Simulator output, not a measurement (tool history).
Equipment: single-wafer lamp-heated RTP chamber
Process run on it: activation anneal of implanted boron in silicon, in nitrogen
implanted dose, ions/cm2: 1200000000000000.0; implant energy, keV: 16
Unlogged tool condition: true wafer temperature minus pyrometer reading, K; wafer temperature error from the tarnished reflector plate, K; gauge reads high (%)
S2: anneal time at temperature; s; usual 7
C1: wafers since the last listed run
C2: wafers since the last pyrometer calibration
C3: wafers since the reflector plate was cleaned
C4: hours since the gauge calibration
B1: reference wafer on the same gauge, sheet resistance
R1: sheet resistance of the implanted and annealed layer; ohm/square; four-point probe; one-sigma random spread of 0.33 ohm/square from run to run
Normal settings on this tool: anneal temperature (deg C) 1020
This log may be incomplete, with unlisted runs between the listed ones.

Run 1, day 0: usual settings but S2 4 s; C1 0; C2 3176; C3 3335; C4 894.6; B1 121.01. Result: R1 109.47 ohm/square.
Run 2, day 3.433: usual settings but anneal temperature (deg C) 1031; C1 2135; C2 5311; C3 5470; C4 977; B1 120.95. Result: R1 106.15 ohm/square.
Run 3, day 5.471: usual settings but anneal temperature (deg C) 1031; C1 1267; C2 6578; C3 6738; C4 1025.9; B1 120.99. Result: R1 105.78 ohm/square.
Run 4, day 7.204: usual settings but S2 5 s; C1 1078; C2 7656; C3 7816; C4 1067.5; B1 120.78. Result: R1 107.17 ohm/square.
Run 5, day 11.138: usual settings but S2 5 s; C1 2446; C2 10102; C3 10262; C4 1161.9; B1 120.87. Result: R1 107.03 ohm/square.
Run 6, day 12.817: usual settings but S2 5 s; C1 1044; C2 11147; C3 11306; C4 1202.2; B1 121.06. Result: R1 107.56 ohm/square.
At day 13.429: pyrometer window cleaned and pyrometer calibrated.
At day 14.312: reflector plate cleaned.
Run 7, day 15.304: usual settings; C1 1132; C2 958; C3 617; C4 1261.9; B1 121. Result: R1 109.57 ohm/square.
Run 8, day 17.204: usual settings but S2 9 s; C1 1181; C2 2140; C3 1799; C4 1307.5; B1 120.9. Result: R1 108.08 ohm/square.
Run 9, day 20.867: usual settings but S2 9 s; C1 2277; C2 4418; C3 4077; C4 1395.4; B1 120.96. Result: R1 106.91 ohm/square.
Run 10, day 24.358: usual settings but S2 9 s; C1 2171; C2 6589; C3 6248; C4 1479.2; B1 120.98. Result: R1 107.04 ohm/square.
Run 11, day 27.496: usual settings but anneal temperature (deg C) 1041; C1 1951; C2 8540; C3 8199; C4 1554.5; B1 120.89. Result: R1 105.59 ohm/square.
At day 28.075: pyrometer window cleaned and pyrometer calibrated.
Run 12, day 30.688: usual settings but anneal temperature (deg C) 1038; C1 1777; C2 1626; C3 9977; C4 1631.1; B1 121.1. Result: R1 106.3 ohm/square.
At day 32.25: reflector plate cleaned.
Run 13, day 32.583: usual settings but anneal temperature (deg C) 1038; C1 971; C2 2597; C3 208; C4 1676.6; B1 121.05. Result: R1 105.77 ohm/square.
Run 14, day 35.221: usual settings but anneal temperature (deg C) 1038; C1 1640; C2 4238; C3 1848; C4 1739.9; B1 121.01. Result: R1 106.15 ohm/square.
Run 15, day 38.55: usual settings but anneal temperature (deg C) 1029; C1 2070; C2 6308; C3 3918; C4 1819.8; B1 121.07. Result: R1 106.58 ohm/square.
At day 38.696: gauge calibrated.
Run 16, day 40.212: usual settings but anneal temperature (deg C) 990, S2 8 s; C1 1033; C2 7342; C3 4952; C4 36.4; B1 121. Result: R1 113.95 ohm/square.
Run 17, day 42.738: usual settings but anneal temperature (deg C) 1044; C1 1570; C2 8912; C3 6523; C4 97; B1 120.96. Result: R1 105.2 ohm/square.
At day 43.833: pyrometer window cleaned and pyrometer calibrated.
Run 18, day 46.996: usual settings but S2 10 s; C1 2441; C2 1966; C3 8964; C4 199.2; B1 121.02. Result: R1 107.33 ohm/square.
Run 19, day 49.3: usual settings but anneal temperature (deg C) 1005, S2 10 s; C1 1433; C2 3399; C3 10397; C4 254.5; B1 120.96. Result: R1 109.2 ohm/square.
At day 50.883: reflector plate cleaned.
Run 20, day 53.192: usual settings but anneal temperature (deg C) 1050, S2 9 s; C1 2213; C2 5612; C3 1435; C4 347.9; B1 120.89. Result: R1 105.2 ohm/square.
Run 21, day 56.479: usual settings but S2 3 s; C1 2044; C2 7656; C3 3479; C4 426.8; B1 121.06. Result: R1 108.62 ohm/square.
Run 22, day 58.188: usual settings; C1 1062; C2 8719; C3 4542; C4 467.8; B1 120.89. Result: R1 107.37 ohm/square.
At day 60.092: pyrometer window cleaned and pyrometer calibrated.
Run 23, day 62.129: usual settings but anneal temperature (deg C) 1046, S2 9 s; C1 2244; C2 1266; C3 6786; C4 562.4; B1 120.94. Result: R1 105.34 ohm/square.
Run 24, day 66.621: usual settings; C1 2793; C2 4059; C3 9579; C4 670.2; B1 121.09. Result: R1 107.53 ohm/square.
At day 67.758: reflector plate cleaned.
Run 25, day 69.988: usual settings but anneal temperature (deg C) 1041, S2 10 s; C1 1886; C2 5946; C3 1387; C4 751; B1 121.07. Result: R1 105.45 ohm/square.
Run 26, day 73.246: usual settings but anneal temperature (deg C) 1042, S2 5 s; C1 2026; C2 7972; C3 3414; C4 829.2; B1 121.02. Result: R1 106.42 ohm/square.
At day 75.092: pyrometer window cleaned and pyrometer calibrated.
Run 27, day 76.479: usual settings but anneal temperature (deg C) 1047, S2 4 s; C1 1803; C2 862; C3 5217; C4 906.8; B1 121.04. Result: R1 106.83 ohm/square.
Run 28, day 79.133: usual settings; C1 1650; C2 2512; C3 6868; C4 970.5; B1 120.99. Result: R1 107.23 ohm/square.
Run 29, day 82.408: usual settings but anneal temperature (deg C) 1048; C1 2036; C2 4549; C3 8905; C4 1049.1; B1 121.1. Result: R1 104.95 ohm/square.

Below are 4 alternative next runs, each starting from the tool's condition after run 29. Predict each:
Run A, day 82.425: usual settings but S2 11 s; C1 10; C2 4559; C3 8915; C4 1049.5; B1 ?. Result: R1 ?.
Run B, day 82.425: usual settings but anneal temperature (deg C) 1028; C1 10; C2 4559; C3 8915; C4 1049.5; B1 ?. Result: R1 ?.
Run C, day 82.425: usual settings but S2 6 s; C1 10; C2 4559; C3 8915; C4 1049.5; B1 ?. Result: R1 ?.
Run D, day 82.425: usual settings but anneal temperature (deg C) 1011, S2 10 s; C1 10; C2 4559; C3 8915; C4 1049.5; B1 ?. Result: R1 ?.

run   B1      R1
  A  121  106.19
  B  121  106.03
  C  121  107.06
  D  121  107.48
What these runs would have given with no unlogged condition in the tool:
run      R1
  A  109.14
  B   108.6
  C  110.63
  D  111.55

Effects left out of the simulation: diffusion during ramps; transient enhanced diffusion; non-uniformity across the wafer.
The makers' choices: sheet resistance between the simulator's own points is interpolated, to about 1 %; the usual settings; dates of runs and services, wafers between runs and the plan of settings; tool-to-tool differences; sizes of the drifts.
